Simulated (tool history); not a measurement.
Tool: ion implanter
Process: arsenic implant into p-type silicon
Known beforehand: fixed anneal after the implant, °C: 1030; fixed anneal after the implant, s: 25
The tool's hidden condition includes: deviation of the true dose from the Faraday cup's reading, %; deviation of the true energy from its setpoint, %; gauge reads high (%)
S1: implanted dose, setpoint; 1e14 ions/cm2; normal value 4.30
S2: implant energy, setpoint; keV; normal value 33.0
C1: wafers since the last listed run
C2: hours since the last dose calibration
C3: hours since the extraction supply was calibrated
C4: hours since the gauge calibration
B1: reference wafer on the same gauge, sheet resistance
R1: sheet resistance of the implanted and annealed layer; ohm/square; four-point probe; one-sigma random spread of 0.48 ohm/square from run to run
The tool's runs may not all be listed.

run,hour,S1,S2,C1,C2,C3,C4,B1,R1
1,0.0,4.30,33.0,0,1750.6,2664.6,381.9,189.00,207.69
2,19.4,4.30,33.0,447,1770.0,2684.0,401.3,189.19,207.54
3,50.0,4.30,33.0,706,1800.6,2714.6,431.9,189.00,206.84
4,64.4,4.30,33.0,332,1815.0,2729.0,446.3,189.03,208.12
5,87.1,4.30,33.0,523,1837.7,2751.7,469.0,189.20,207.75
6,99.5,4.30,33.0,286,1850.1,2764.1,481.4,189.04,208.21
7,133.3,4.30,33.0,780,1883.9,2797.9,515.2,189.21,206.96
8,162.5,4.30,33.0,673,1913.1,2827.1,544.4,189.09,207.88
9,196.8,4.30,33.0,791,1947.4,2861.4,578.7,188.98,206.85
# hour 234.1: extraction supply calibrated
10,234.6,4.30,33.0,687,1985.2,0.5,616.5,188.96,207.70
11,306.2,4.30,33.0,1652,2056.8,72.1,688.1,189.09,207.31
12,338.9,3.03,33.0,754,2089.5,104.8,720.8,188.90,271.20
13,352.8,3.77,33.0,320,2103.4,118.7,734.7,188.86,230.54
14,366.5,3.09,24.0,316,2117.1,132.4,748.4,189.00,278.04
15,386.5,4.30,33.0,461,2137.1,152.4,768.4,188.97,206.87
16,407.9,4.30,33.0,493,2158.5,173.8,789.8,189.00,207.35
17,427.3,4.30,37.5,447,2177.9,193.2,809.2,188.97,204.13
18,453.5,5.12,21.5,604,2204.1,219.4,835.4,189.18,192.11
19,468.7,3.50,37.5,350,2219.3,234.6,850.6,189.01,238.96
20,504.4,3.34,26.0,824,2255.0,270.3,886.3,189.10,260.34
# hour 536.9: Faraday cup replaced and dose calibrated
21,537.4,4.65,44.0,577,0.5,303.3,919.3,189.05,192.86
# hour 555.0: gauge calibrated
22,558.0,5.50,40.5,475,21.1,323.9,3.0,189.02,171.40
23,580.8,4.30,25.0,526,43.9,346.7,25.8,189.17,220.59
24,599.6,4.30,33.0,433,62.7,365.5,44.6,189.20,211.83
25,620.0,4.30,33.0,470,83.1,385.9,65.0,189.04,212.09
26,645.1,5.35,33.0,579,108.2,411.0,90.1,188.94,179.38
27,661.9,3.73,42.5,387,125.0,427.8,106.9,189.11,228.59
28,692.1,4.72,39.0,697,155.2,458.0,137.1,189.05,192.91
29,708.9,3.42,40.0,387,172.0,474.8,153.9,189.10,246.65
30,723.6,3.76,21.5,339,186.7,489.5,168.6,188.98,248.12
31,755.4,4.30,42.5,733,218.5,521.3,200.4,189.07,203.25
32,779.7,4.30,33.0,560,242.8,545.6,224.7,188.93,211.85
33,793.8,3.28,24.5,325,256.9,559.7,238.8,188.89,269.94
34,815.8,3.52,25.0,507,278.9,581.7,260.8,189.10,255.12
35,840.5,5.54,42.5,570,303.6,606.4,285.5,189.00,168.06
36,856.2,4.30,37.0,362,319.3,622.1,301.2,189.04,206.90

Run by run, hidden condition taken away, random variation retained:
run,R1
1,213.37
2,213.23
3,212.54
4,213.87
5,213.51
6,214.00
7,212.75
8,213.73
9,212.70
10,213.60
11,213.26
12,278.92
13,237.18
14,286.01
15,212.86
16,213.38
17,210.08
18,197.65
19,245.91
20,267.93
21,193.11
22,171.79
23,221.35
24,212.76
25,213.22
26,180.54
27,230.24
28,194.56
29,248.91
30,250.55
31,205.52
32,214.41
33,273.32
34,258.53
35,170.46
36,209.98
